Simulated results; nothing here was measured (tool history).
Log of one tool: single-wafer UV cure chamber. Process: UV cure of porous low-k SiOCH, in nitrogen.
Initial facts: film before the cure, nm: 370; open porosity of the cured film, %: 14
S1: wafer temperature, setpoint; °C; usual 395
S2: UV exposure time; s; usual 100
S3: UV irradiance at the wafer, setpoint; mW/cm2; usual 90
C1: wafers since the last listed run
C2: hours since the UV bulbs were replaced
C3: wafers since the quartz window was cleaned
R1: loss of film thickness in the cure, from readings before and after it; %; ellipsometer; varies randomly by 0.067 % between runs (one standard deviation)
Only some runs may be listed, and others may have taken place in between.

run 1 hour=0.0 | S1=395 S2=100 S3=114 | C1=0 C2=251.0 C3=3548 | R1=7.269
run 2 hour=38.0 | S1=395 S2=100 S3=79 | C1=254 C2=289.0 C3=3802 | R1=5.949
run 3 hour=83.1 | S1=395 S2=100 S3=79 | C1=301 C2=334.1 C3=4104 | R1=5.890
-- hour=108.6 quartz window cleaned
run 4 hour=116.8 | S1=395 S2=100 S3=79 | C1=171 C2=367.8 C3=54 | R1=5.821
run 5 hour=164.8 | S1=395 S2=100 S3=90 | C1=320 C2=415.8 C3=375 | R1=6.352
run 6 hour=226.1 | S1=395 S2=100 S3=90 | C1=409 C2=477.1 C3=785 | R1=6.321
run 7 hour=297.3 | S1=395 S2=100 S3=90 | C1=475 C2=548.3 C3=1261 | R1=6.334
run 8 hour=350.1 | S1=395 S2=100 S3=90 | C1=352 C2=601.1 C3=1614 | R1=6.262
run 9 hour=379.0 | S1=380 S2=100 S3=90 | C1=193 C2=630.0 C3=1807 | R1=6.114
run 10 hour=414.6 | S1=380 S2=100 S3=90 | C1=237 C2=665.6 C3=2045 | R1=6.025
run 11 hour=462.8 | S1=395 S2=100 S3=90 | C1=322 C2=713.8 C3=2367 | R1=6.234
run 12 hour=511.1 | S1=395 S2=100 S3=90 | C1=322 C2=762.1 C3=2690 | R1=6.244
run 13 hour=559.2 | S1=395 S2=100 S3=90 | C1=321 C2=810.2 C3=3012 | R1=6.207
run 14 hour=610.9 | S1=395 S2=70 S3=90 | C1=345 C2=861.9 C3=3357 | R1=4.970
run 15 hour=669.1 | S1=395 S2=70 S3=90 | C1=389 C2=920.1 C3=3746 | R1=4.989
run 16 hour=695.9 | S1=395 S2=70 S3=90 | C1=179 C2=946.9 C3=3925 | R1=4.978
run 17 hour=744.2 | S1=395 S2=100 S3=76 | C1=322 C2=995.2 C3=4248 | R1=5.617
-- hour=789.5 quartz window cleaned
run 18 hour=791.5 | S1=390 S2=100 S3=90 | C1=262 C2=1042.5 C3=13 | R1=6.177
run 19 hour=940.6 | S1=390 S2=100 S3=90 | C1=996 C2=1191.6 C3=1009 | R1=6.083
run 20 hour=984.2 | S1=395 S2=100 S3=90 | C1=291 C2=1235.2 C3=1301 | R1=6.192
run 21 hour=1049.5 | S1=395 S2=100 S3=90 | C1=436 C2=1300.5 C3=1737 | R1=6.145
run 22 hour=1085.6 | S1=406 S2=100 S3=117 | C1=241 C2=1336.6 C3=1979 | R1=7.218
run 23 hour=1113.4 | S1=411 S2=100 S3=90 | C1=185 C2=1364.4 C3=2165 | R1=6.357
run 24 hour=1158.3 | S1=401 S2=55 S3=107 | C1=300 C2=1409.3 C3=2465 | R1=4.662
run 25 hour=1219.2 | S1=378 S2=50 S3=129 | C1=407 C2=1470.2 C3=2872 | R1=4.712
run 26 hour=1252.2 | S1=380 S2=100 S3=118 | C1=220 C2=1503.2 C3=3092 | R1=6.799
run 27 hour=1318.0 | S1=395 S2=100 S3=90 | C1=439 C2=1569.0 C3=3532 | R1=6.086
run 28 hour=1371.2 | S1=395 S2=100 S3=90 | C1=355 C2=1622.2 C3=3888 | R1=6.026
run 29 hour=1408.0 | S1=389 S2=135 S3=90 | C1=245 C2=1659.0 C3=4134 | R1=7.110
run 30 hour=1477.1 | S1=395 S2=100 S3=102 | C1=461 C2=1728.1 C3=4596 | R1=6.461
-- hour=1525.2 UV bulbs replaced
run 31 hour=1543.0 | S1=381 S2=120 S3=106 | C1=387 C2=17.8 C3=4983 | R1=7.359
run 32 hour=1573.4 | S1=415 S2=100 S3=54 | C1=203 C2=48.2 C3=5186 | R1=4.844
-- hour=1590.2 quartz window cleaned
run 33 hour=1644.9 | S1=400 S2=120 S3=90 | C1=424 C2=119.7 C3=365 | R1=7.031
run 34 hour=1694.5 | S1=395 S2=100 S3=90 | C1=331 C2=169.3 C3=697 | R1=6.378
run 35 hour=1759.2 | S1=395 S2=100 S3=126 | C1=432 C2=234.0 C3=1129 | R1=7.601
run 36 hour=1830.3 | S1=395 S2=100 S3=90 | C1=475 C2=305.1 C3=1605 | R1=6.327
run 37 hour=1860.4 | S1=395 S2=70 S3=90 | C1=201 C2=335.2 C3=1806 | R1=5.146
run 38 hour=1921.8 | S1=402 S2=100 S3=72 | C1=410 C2=396.6 C3=2216 | R1=5.668
run 39 hour=1985.2 | S1=390 S2=100 S3=90 | C1=423 C2=460.0 C3=2640 | R1=6.259
run 40 hour=2185.7 | S1=387 S2=130 S3=70 | C1=1340 C2=660.5 C3=3980 | R1=6.243
run 41 hour=2241.2 | S1=408 S2=130 S3=90 | C1=370 C2=716.0 C3=4351 | R1=7.355
run 42 hour=2307.1 | S1=402 S2=100 S3=72 | C1=440 C2=781.9 C3=4792 | R1=5.530
-- hour=2319.8 quartz window cleaned
run 43 hour=2356.7 | S1=395 S2=100 S3=90 | C1=278 C2=831.5 C3=246 | R1=6.268

Below are 4 alternative next runs, each starting from the tool's condition after run 43. Predict each:
run A hour=2357.2 | S1=395 S2=155 S3=90 | C1=3 C2=832.0 C3=250 | R1=?
run B hour=2357.2 | S1=405 S2=125 S3=76 | C1=3 C2=832.0 C3=250 | R1=?
run C hour=2357.2 | S1=395 S2=160 S3=90 | C1=3 C2=832.0 C3=250 | R1=?
run D hour=2357.2 | S1=401 S2=80 S3=80 | C1=3 C2=832.0 C3=250 | R1=?

run=A R1=8.008
run=B R1=6.695
run=C R1=8.132
run=D R1=5.251
Without the tool's unlogged condition, the same runs would have read:
run=A R1=8.102
run=B R1=6.784
run=C R1=8.226
run=D R1=5.331

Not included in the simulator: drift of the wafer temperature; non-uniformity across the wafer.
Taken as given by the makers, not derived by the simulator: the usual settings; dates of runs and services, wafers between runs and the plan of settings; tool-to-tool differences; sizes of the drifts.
